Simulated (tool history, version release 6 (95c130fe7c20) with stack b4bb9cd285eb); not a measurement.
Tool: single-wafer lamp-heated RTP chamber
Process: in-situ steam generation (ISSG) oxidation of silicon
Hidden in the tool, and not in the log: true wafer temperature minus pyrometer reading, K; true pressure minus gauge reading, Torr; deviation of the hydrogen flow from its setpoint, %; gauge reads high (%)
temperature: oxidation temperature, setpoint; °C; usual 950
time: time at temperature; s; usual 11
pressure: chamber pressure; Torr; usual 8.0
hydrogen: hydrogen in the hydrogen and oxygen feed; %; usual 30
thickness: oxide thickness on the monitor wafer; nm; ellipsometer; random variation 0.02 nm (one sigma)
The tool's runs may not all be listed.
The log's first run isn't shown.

run	hour	temperature	time	pressure	hydrogen	wafers since the last listed run	wafers since the last pyrometer calibration	hours since the pressure gauge was zeroed	hours since the hydrogen flow controller was replaced	hours since the gauge calibration	read-back reference wafer on the same gauge, thickness	thickness
2	34.9	950	13	8.0	30	502	3220	49.9	2208.6	271.2	4.746	4.408
3	106.1	950	13	8.0	30	1025	4246	121.1	2279.8	342.4	4.739	4.437
4	190.2	950	7	8.0	30	1211	5457	205.2	2363.9	426.5	4.742	3.562
5	221.1	950	7	8.0	30	445	5902	236.1	2394.8	457.4	4.738	3.585
# hour 257.3: hydrogen flow controller replaced
6	288.2	950	11	8.0	30	851	6754	303.2	30.9	524.5	4.735	4.244
# hour 318.2: pyrometer window cleaned and pyrometer calibrated
7	356.1	950	11	8.0	30	862	545	371.1	98.8	592.4	4.740	4.118
8	405.7	934	7	8.0	30	714	1259	420.7	148.4	642.0	4.747	3.457
9	458.2	950	11	8.0	26	756	2016	473.2	200.9	694.5	4.747	3.971
10	487.9	950	7	8.0	30	427	2444	502.9	230.6	724.2	4.737	3.571
11	555.8	950	11	8.0	30	978	3422	570.8	298.5	792.1	4.734	4.223
12	622.7	957	8	9.2	21	963	4385	637.7	365.4	859.0	4.738	3.430
13	688.8	950	15	9.0	30	952	5337	703.8	431.5	925.1	4.732	4.652
14	741.2	950	11	6.9	30	754	6092	756.2	483.9	977.5	4.738	4.203
15	771.0	950	14	8.0	26	429	6521	786.0	513.7	1007.3	4.741	4.456
# hour 797.6: pyrometer window cleaned and pyrometer calibrated
16	814.8	956	11	8.6	30	515	247	829.8	557.5	1051.1	4.737	4.159

The next listed run, before its measurement:
17	858.8	950	13	9.4	30	633	881	873.8	601.5	1095.1	?	?

read-back reference wafer on the same gauge, thickness: 4.736
thickness: 4.287 nm
Without the tool's hidden state the same run would have given thickness 4.279 nm.
